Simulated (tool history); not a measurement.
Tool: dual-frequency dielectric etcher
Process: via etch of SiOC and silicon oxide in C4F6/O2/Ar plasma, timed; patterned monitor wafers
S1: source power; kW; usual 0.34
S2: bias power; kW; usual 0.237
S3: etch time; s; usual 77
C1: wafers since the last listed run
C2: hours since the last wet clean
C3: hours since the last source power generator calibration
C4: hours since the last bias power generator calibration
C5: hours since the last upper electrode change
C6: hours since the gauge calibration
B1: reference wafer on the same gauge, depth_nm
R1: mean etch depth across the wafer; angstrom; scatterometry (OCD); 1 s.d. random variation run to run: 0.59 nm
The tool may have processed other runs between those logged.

Run 1, hour 0: usual settings but S2 0.196 kW, S3 69 s; C1 0; C2 119.3; C3 1423; C4 2245.9; C5 4829.7; C6 188.2; B1 81.8. Result: R1 723 angstrom.
Run 2, hour 64.8: usual settings; C1 801; C2 184.1; C3 1487.8; C4 2310.7; C5 4894.5; C6 253; B1 81.3. Result: R1 860 angstrom.
Run 3, hour 121.9: usual settings; C1 706; C2 241.2; C3 1544.9; C4 2367.8; C5 4951.6; C6 310.1; B1 82. Result: R1 853 angstrom.
Run 4, hour 158.3: usual settings; C1 450; C2 277.6; C3 1581.3; C4 2404.2; C5 4988; C6 346.5; B1 81.6. Result: R1 854 angstrom.
Run 5, hour 189.8: usual settings; C1 389; C2 309.1; C3 1612.8; C4 2435.7; C5 5019.5; C6 378; B1 81.7. Result: R1 862 angstrom.
Run 6, hour 230.7: usual settings; C1 505; C2 350; C3 1653.7; C4 2476.6; C5 5060.4; C6 418.9; B1 81.5. Result: R1 857 angstrom.
At hour 283.1: wet clean of the chamber.
Run 7, hour 301.9: usual settings; C1 583; C2 18.8; C3 1724.9; C4 2547.8; C5 5131.6; C6 490.1; B1 81.6. Result: R1 858 angstrom.
At hour 341.8: source power generator calibrated.
Run 8, hour 363.7: usual settings; C1 715; C2 80.6; C3 21.9; C4 2609.6; C5 5193.4; C6 551.9; B1 81.6. Result: R1 844 angstrom.
At hour 418.5: upper electrode replaced.
Run 9, hour 419: usual settings but S1 0.29 kW, S2 0.192 kW, S3 57 s; C1 387; C2 135.9; C3 77.2; C4 2664.9; C5 0.5; C6 607.2; B1 81.7. Result: R1 562 angstrom.
Run 10, hour 454: usual settings but S1 0.42 kW, S2 0.288 kW; C1 433; C2 170.9; C3 112.2; C4 2699.9; C5 35.5; C6 642.2; B1 81.6. Result: R1 960 angstrom.
Run 11, hour 495.7: usual settings but S1 0.26 kW; C1 515; C2 212.6; C3 153.9; C4 2741.6; C5 77.2; C6 683.9; B1 81.4. Result: R1 778 angstrom.
At hour 522.1: gauge calibrated.
At hour 563.4: bias power generator calibrated.
Run 12, hour 563.9: usual settings; C1 794; C2 280.8; C3 222.1; C4 0.5; C5 145.4; C6 41.8; B1 81.5. Result: R1 852 angstrom.
Run 13, hour 601.1: usual settings but S1 0.27 kW, S2 0.286 kW, S3 99.5 s; C1 460; C2 318; C3 259.3; C4 37.7; C5 182.6; C6 79; B1 81.2. Result: R1 1085 angstrom.
At hour 644.9: wet clean of the chamber.
Run 14, hour 645.4: usual settings but S1 0.42 kW, S2 0.278 kW; C1 251; C2 0.5; C3 303.6; C4 82; C5 226.9; C6 123.3; B1 81.6. Result: R1 954 angstrom.
Run 15, hour 666.8: usual settings but S2 0.179 kW; C1 264; C2 21.9; C3 325; C4 103.4; C5 248.3; C6 144.7; B1 81.7. Result: R1 791 angstrom.
Run 16, hour 713.5: usual settings but S1 0.28 kW, S3 54.5 s; C1 577; C2 68.6; C3 371.7; C4 150.1; C5 295; C6 191.4; B1 81.8. Result: R1 561 angstrom.
Run 17, hour 746.3: usual settings but S1 0.36 kW, S2 0.208 kW, S3 58 s; C1 405; C2 101.4; C3 404.5; C4 182.9; C5 327.8; C6 224.2; B1 81.6. Result: R1 631 angstrom.

Entry by entry between the runs, the difference in hidden state between the last listed run before and the first listed run after:
Run 6 -> run 7: wet clean of the chamber (hour 283.1)
  the hidden state is the same at both runs
Run 7 -> run 8: source power generator calibrated (hour 341.8)
  the hidden state is the same at both runs
Run 8 -> run 9: upper electrode replaced (hour 418.5)
  the hidden state is the same at both runs
Run 11 -> run 12: gauge calibrated (hour 522.1); bias power generator calibrated (hour 563.4)
  the hidden state is the same at both runs
Run 13 -> run 14: wet clean of the chamber (hour 644.9)
  the hidden state is the same at both runs
